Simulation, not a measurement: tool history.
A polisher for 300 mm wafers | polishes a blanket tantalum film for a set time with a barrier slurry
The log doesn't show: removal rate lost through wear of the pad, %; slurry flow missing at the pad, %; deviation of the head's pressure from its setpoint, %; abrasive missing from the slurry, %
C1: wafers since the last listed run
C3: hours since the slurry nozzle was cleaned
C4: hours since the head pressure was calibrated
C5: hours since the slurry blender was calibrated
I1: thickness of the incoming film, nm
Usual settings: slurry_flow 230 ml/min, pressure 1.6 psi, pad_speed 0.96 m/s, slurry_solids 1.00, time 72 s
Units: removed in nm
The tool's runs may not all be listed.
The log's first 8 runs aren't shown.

Run 9, hour 82.4: usual settings but pad_speed 0.88 m/s; C1 174; wafers polished on this pad 228; C3 26.9; C4 817.9; C5 167.8; I1 463.5. Result: removed 70.8 nm.
Run 10, hour 91.4: usual settings but pad_speed 0.76 m/s, time 53 s; C1 111; wafers polished on this pad 340; C3 35.9; C4 826.9; C5 176.8; I1 460.9. Result: removed 44.2 nm.
Run 11, hour 108.3: usual settings but slurry_flow 155 ml/min; C1 209; wafers polished on this pad 549; C3 52.8; C4 843.8; C5 193.7; I1 454.3. Result: removed 70.4 nm.
Run 12, hour 125.4: usual settings but slurry_flow 195 ml/min, pressure 1.2 psi, pad_speed 0.80 m/s, time 88 s; C1 211; wafers polished on this pad 761; C3 69.9; C4 860.9; C5 210.8; I1 459.1. Result: removed 56.7 nm.
Run 13, hour 138.8: usual settings; C1 166; wafers polished on this pad 927; C3 83.3; C4 874.3; C5 224.2; I1 462.1. Result: removed 73.0 nm.
Run 14, hour 146.2: usual settings; C1 91; wafers polished on this pad 1019; C3 90.7; C4 881.7; C5 231.6; I1 459.8. Result: removed 72.6 nm.
Run 15, hour 153.0: usual settings but pad_speed 1.22 m/s; C1 84; wafers polished on this pad 1103; C3 97.5; C4 888.5; C5 238.4; I1 458.3. Result: removed 92.7 nm.
At hour 167.5: worn pad replaced by a new one.
Run 16, hour 168.0: usual settings; C1 136; wafers polished on this pad 5; C3 112.5; C4 903.5; C5 253.4; I1 453.5. Result: removed 72.0 nm.
Run 17, hour 183.1: usual settings but pad_speed 1.14 m/s; C1 187; wafers polished on this pad 193; C3 127.6; C4 918.6; C5 268.5; I1 463.4. Result: removed 87.0 nm.
Run 18, hour 198.5: usual settings; C1 190; wafers polished on this pad 383; C3 143.0; C4 934.0; C5 283.9; I1 454.5. Result: removed 71.1 nm.
Run 19, hour 215.5: usual settings but pad_speed 0.76 m/s, slurry_solids 1.15, time 47 s; C1 210; wafers polished on this pad 594; C3 160.0; C4 951.0; C5 300.9; I1 465.0. Result: removed 40.0 nm.
At hour 242.4: head pressure recalibrated.
Run 20, hour 247.5: usual settings; C1 371; wafers polished on this pad 966; C3 192.0; C4 5.1; C5 332.9; I1 461.4. Result: removed 71.5 nm.
At hour 265.7: worn pad replaced by a new one.
Run 21, hour 266.2: usual settings but pad_speed 0.76 m/s, time 53 s; C1 182; wafers polished on this pad 6; C3 210.7; C4 23.8; C5 351.6; I1 463.0. Result: removed 41.5 nm.
Run 22, hour 279.2: usual settings but pressure 2.1 psi, slurry_solids 0.75, time 82 s; C1 161; wafers polished on this pad 167; C3 223.7; C4 36.8; C5 364.6; I1 453.3. Result: removed 87.6 nm.
At hour 283.8: slurry blender recalibrated.
Run 23, hour 293.3: usual settings but slurry_flow 195 ml/min, pressure 1.3 psi, time 55 s; C1 149; wafers polished on this pad 317; C3 237.8; C4 50.9; C5 9.5; I1 461.6. Result: removed 53.0 nm.
Run 24, hour 311.2: usual settings but slurry_flow 170 ml/min, pressure 1.4 psi, pad_speed 0.72 m/s, time 54 s; C1 221; wafers polished on this pad 539; C3 255.7; C4 68.8; C5 27.4; I1 464.3. Result: removed 40.4 nm.
Run 25, hour 329.1: usual settings but slurry_flow 300 ml/min, pressure 2.0 psi, pad_speed 0.86 m/s, slurry_solids 1.15; C1 221; wafers polished on this pad 761; C3 273.6; C4 86.7; C5 45.3; I1 456.9. Result: removed 102.8 nm.
Run 26, hour 344.6: usual settings but slurry_solids 0.70, time 50 s; C1 192; wafers polished on this pad 953; C3 289.1; C4 102.2; C5 60.8; I1 454.8. Result: removed 48.6 nm.
Run 27, hour 352.8: usual settings but slurry_flow 285 ml/min, pressure 1.8 psi, time 50 s; C1 101; wafers polished on this pad 1054; C3 297.3; C4 110.4; C5 69.0; I1 455.4. Result: removed 66.5 nm.
Run 28, hour 359.9: usual settings but slurry_flow 300 ml/min, pressure 2.0 psi, pad_speed 0.86 m/s, slurry_solids 1.15; C1 87; wafers polished on this pad 1142; C3 304.4; C4 117.5; C5 76.1; I1 459.0. Result: removed 100.0 nm.
At hour 367.2: worn pad replaced by a new one.
Run 29, hour 371.6: usual settings but slurry_solids 1.20, time 93 s; C1 95; wafers polished on this pad 54; C3 316.1; C4 129.2; C5 87.8; I1 467.4. Result: removed 114.2 nm.
Run 30, hour 378.3: usual settings but slurry_solids 0.80; C1 83; wafers polished on this pad 137; C3 322.8; C4 135.9; C5 94.5; I1 466.8. Result: removed 73.2 nm.
Run 31, hour 387.2: usual settings but slurry_flow 280 ml/min, pressure 1.4 psi, pad_speed 1.14 m/s, slurry_solids 1.20; C1 110; wafers polished on this pad 247; C3 331.7; C4 144.8; C5 103.4; I1 460.3. Result: removed 90.1 nm.

4 ways to go on from here, each from the tool as it stands after run 31. What would each give?
Run A, hour 387.6: usual settings but slurry_flow 305 ml/min; C1 4; wafers polished on this pad 252; C3 332.1; C4 145.2; C5 103.8; I1 460.9. Result: removed ?.
Run B, hour 387.6: usual settings but slurry_flow 310 ml/min, pad_speed 0.80 m/s, time 60 s; C1 4; wafers polished on this pad 252; C3 332.1; C4 145.2; C5 103.8; I1 460.9. Result: removed ?.
Run C, hour 387.6: usual settings but slurry_flow 165 ml/min, pressure 2.0 psi, pad_speed 1.10 m/s, time 58 s; C1 4; wafers polished on this pad 252; C3 332.1; C4 145.2; C5 103.8; I1 460.9. Result: removed ?.
Run D, hour 387.6: usual settings but pad_speed 0.76 m/s, time 89 s; C1 4; wafers polished on this pad 252; C3 332.1; C4 145.2; C5 103.8; I1 460.9. Result: removed ?.

run  removed
  A     83.3
  B     58.5
  C     88.0
  D     80.0
Without the tool's hidden state the same runs would have given:
run  removed
  A     91.1
  B     63.9
  C     96.3
  D     87.5
